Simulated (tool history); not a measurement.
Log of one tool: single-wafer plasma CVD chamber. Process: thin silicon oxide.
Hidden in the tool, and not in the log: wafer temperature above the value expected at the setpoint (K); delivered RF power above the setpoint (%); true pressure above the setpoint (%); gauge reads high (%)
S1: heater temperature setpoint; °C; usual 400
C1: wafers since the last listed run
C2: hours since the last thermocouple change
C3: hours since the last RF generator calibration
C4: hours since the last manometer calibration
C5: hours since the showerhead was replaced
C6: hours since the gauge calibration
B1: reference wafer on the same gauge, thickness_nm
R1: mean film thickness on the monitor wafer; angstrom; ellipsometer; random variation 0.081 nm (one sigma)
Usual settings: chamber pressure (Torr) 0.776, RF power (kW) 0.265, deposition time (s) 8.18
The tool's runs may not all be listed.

{"run": 1, "hour": 0.0, "S1": 400, "chamber pressure (Torr)": 0.625, "RF power (kW)": 0.265, "deposition time (s)": 8.18, "C1": 0, "C2": 342.8, "C3": 971.9, "C4": 827.6, "C5": 5893.6, "C6": 630.9, "B1": 14.184, "R1": 114.91}
{"run": 2, "hour": 33.7, "S1": 400, "chamber pressure (Torr)": 0.625, "RF power (kW)": 0.265, "deposition time (s)": 8.18, "C1": 1061, "C2": 376.5, "C3": 1005.6, "C4": 861.3, "C5": 5927.3, "C6": 664.6, "B1": 14.16, "R1": 114.08}
{"run": 3, "hour": 87.9, "S1": 400, "chamber pressure (Torr)": 0.625, "RF power (kW)": 0.265, "deposition time (s)": 8.18, "C1": 1706, "C2": 430.7, "C3": 1059.8, "C4": 915.5, "C5": 5981.5, "C6": 718.8, "B1": 14.176, "R1": 113.5}
{"run": 4, "hour": 133.6, "S1": 400, "chamber pressure (Torr)": 0.776, "RF power (kW)": 0.265, "deposition time (s)": 8.18, "C1": 1439, "C2": 476.4, "C3": 1105.5, "C4": 961.2, "C5": 6027.2, "C6": 764.5, "B1": 14.211, "R1": 135.48}
{"run": 5, "hour": 187.6, "S1": 400, "chamber pressure (Torr)": 0.776, "RF power (kW)": 0.265, "deposition time (s)": 8.18, "C1": 1700, "C2": 530.4, "C3": 1159.5, "C4": 1015.2, "C5": 6081.2, "C6": 818.5, "B1": 14.192, "R1": 134.71}
{"run": 6, "hour": 223.5, "S1": 400, "chamber pressure (Torr)": 0.776, "RF power (kW)": 0.265, "deposition time (s)": 8.18, "C1": 1130, "C2": 566.3, "C3": 1195.4, "C4": 1051.1, "C5": 6117.1, "C6": 854.4, "B1": 14.207, "R1": 133.96}
{"run": 7, "hour": 260.1, "S1": 400, "chamber pressure (Torr)": 0.776, "RF power (kW)": 0.265, "deposition time (s)": 8.18, "C1": 1152, "C2": 602.9, "C3": 1232, "C4": 1087.7, "C5": 6153.7, "C6": 891, "B1": 14.199, "R1": 132.61}
{"hour": 289.5, "done": "RF generator calibrated"}
{"hour": 293.7, "done": "gauge calibrated"}
{"run": 8, "hour": 328.4, "S1": 400, "chamber pressure (Torr)": 0.776, "RF power (kW)": 0.265, "deposition time (s)": 8.18, "C1": 1899, "C2": 671.2, "C3": 38.9, "C4": 1156, "C5": 6222, "C6": 34.7, "B1": 14.193, "R1": 137.85}
{"run": 9, "hour": 388.1, "S1": 400, "chamber pressure (Torr)": 0.776, "RF power (kW)": 0.265, "deposition time (s)": 8.18, "C1": 1880, "C2": 730.9, "C3": 98.6, "C4": 1215.7, "C5": 6281.7, "C6": 94.4, "B1": 14.189, "R1": 139.18}
{"run": 10, "hour": 417.5, "S1": 400, "chamber pressure (Torr)": 0.776, "RF power (kW)": 0.265, "deposition time (s)": 8.18, "C1": 925, "C2": 760.3, "C3": 128, "C4": 1245.1, "C5": 6311.1, "C6": 123.8, "B1": 14.198, "R1": 140.48}
{"run": 11, "hour": 475.1, "S1": 388, "chamber pressure (Torr)": 0.776, "RF power (kW)": 0.265, "deposition time (s)": 8.68, "C1": 1814, "C2": 817.9, "C3": 185.6, "C4": 1302.7, "C5": 6368.7, "C6": 181.4, "B1": 14.202, "R1": 148.35}
{"run": 12, "hour": 538.9, "S1": 412, "chamber pressure (Torr)": 0.776, "RF power (kW)": 0.265, "deposition time (s)": 8.93, "C1": 2009, "C2": 881.7, "C3": 249.4, "C4": 1366.5, "C5": 6432.5, "C6": 245.2, "B1": 14.212, "R1": 148.71}
{"hour": 595.9, "done": "capacitance manometer re-zeroed and calibrated"}
{"hour": 617.1, "done": "showerhead replaced"}
{"run": 13, "hour": 617.6, "S1": 400, "chamber pressure (Torr)": 0.776, "RF power (kW)": 0.265, "deposition time (s)": 6.61, "C1": 1974, "C2": 960.4, "C3": 328.1, "C4": 21.7, "C5": 0.5, "C6": 323.9, "B1": 14.189, "R1": 112.7}
{"run": 14, "hour": 634.1, "S1": 392, "chamber pressure (Torr)": 0.934, "RF power (kW)": 0.29, "deposition time (s)": 8.18, "C1": 519, "C2": 976.9, "C3": 344.6, "C4": 38.2, "C5": 17, "C6": 340.4, "B1": 14.197, "R1": 166.11}
{"hour": 671.7, "done": "thermocouple changed; heater temperature recalibrated"}
{"run": 15, "hour": 672.2, "S1": 413, "chamber pressure (Torr)": 0.776, "RF power (kW)": 0.265, "deposition time (s)": 6.99, "C1": 947, "C2": 0.5, "C3": 382.7, "C4": 76.3, "C5": 55.1, "C6": 378.5, "B1": 14.223, "R1": 116.83}
{"run": 16, "hour": 735.5, "S1": 400, "chamber pressure (Torr)": 0.776, "RF power (kW)": 0.29, "deposition time (s)": 7.07, "C1": 1993, "C2": 63.8, "C3": 446, "C4": 139.6, "C5": 118.4, "C6": 441.8, "B1": 14.208, "R1": 124.9}
{"run": 17, "hour": 799.5, "S1": 400, "chamber pressure (Torr)": 0.776, "RF power (kW)": 0.265, "deposition time (s)": 8.18, "C1": 2015, "C2": 127.8, "C3": 510, "C4": 203.6, "C5": 182.4, "C6": 505.8, "B1": 14.207, "R1": 137.21}
{"run": 18, "hour": 826.5, "S1": 408, "chamber pressure (Torr)": 0.776, "RF power (kW)": 0.23, "deposition time (s)": 8.18, "C1": 850, "C2": 154.8, "C3": 537, "C4": 230.6, "C5": 209.4, "C6": 532.8, "B1": 14.239, "R1": 126.68}
{"run": 19, "hour": 862.1, "S1": 400, "chamber pressure (Torr)": 0.776, "RF power (kW)": 0.265, "deposition time (s)": 8.18, "C1": 1121, "C2": 190.4, "C3": 572.6, "C4": 266.2, "C5": 245, "C6": 568.4, "B1": 14.252, "R1": 137.03}
{"run": 20, "hour": 915.9, "S1": 414, "chamber pressure (Torr)": 0.776, "RF power (kW)": 0.28, "deposition time (s)": 8.18, "C1": 1694, "C2": 244.2, "C3": 626.4, "C4": 320, "C5": 298.8, "C6": 622.2, "B1": 14.252, "R1": 139.3}

Forecast each of these 4 alternatives for the next run:
{"run": "A", "hour": 916.3, "S1": 395, "chamber pressure (Torr)": 0.776, "RF power (kW)": 0.265, "deposition time (s)": 8.18, "C1": 12, "C2": 244.6, "C3": 626.8, "C4": 320.4, "C5": 299.2, "C6": 622.6, "B1": "?", "R1": "?"}
{"run": "B", "hour": 916.3, "S1": 411, "chamber pressure (Torr)": 0.933, "RF power (kW)": 0.235, "deposition time (s)": 8.18, "C1": 12, "C2": 244.6, "C3": 626.8, "C4": 320.4, "C5": 299.2, "C6": 622.6, "B1": "?", "R1": "?"}
{"run": "C", "hour": 916.3, "S1": 389, "chamber pressure (Torr)": 0.834, "RF power (kW)": 0.235, "deposition time (s)": 9.14, "C1": 12, "C2": 244.6, "C3": 626.8, "C4": 320.4, "C5": 299.2, "C6": 622.6, "B1": "?", "R1": "?"}
{"run": "D", "hour": 916.3, "S1": 400, "chamber pressure (Torr)": 0.776, "RF power (kW)": 0.265, "deposition time (s)": 9.48, "C1": 12, "C2": 244.6, "C3": 626.8, "C4": 320.4, "C5": 299.2, "C6": 622.6, "B1": "?", "R1": "?"}

run=A B1=14.191 R1=138.06
run=B B1=14.191 R1=145.25
run=C B1=14.191 R1=152.99
run=D B1=14.191 R1=159.35
Without the tool's hidden state the same runs would have given:
run=A R1=141.2
run=B R1=148.75
run=C R1=156.67
run=D R1=162.97
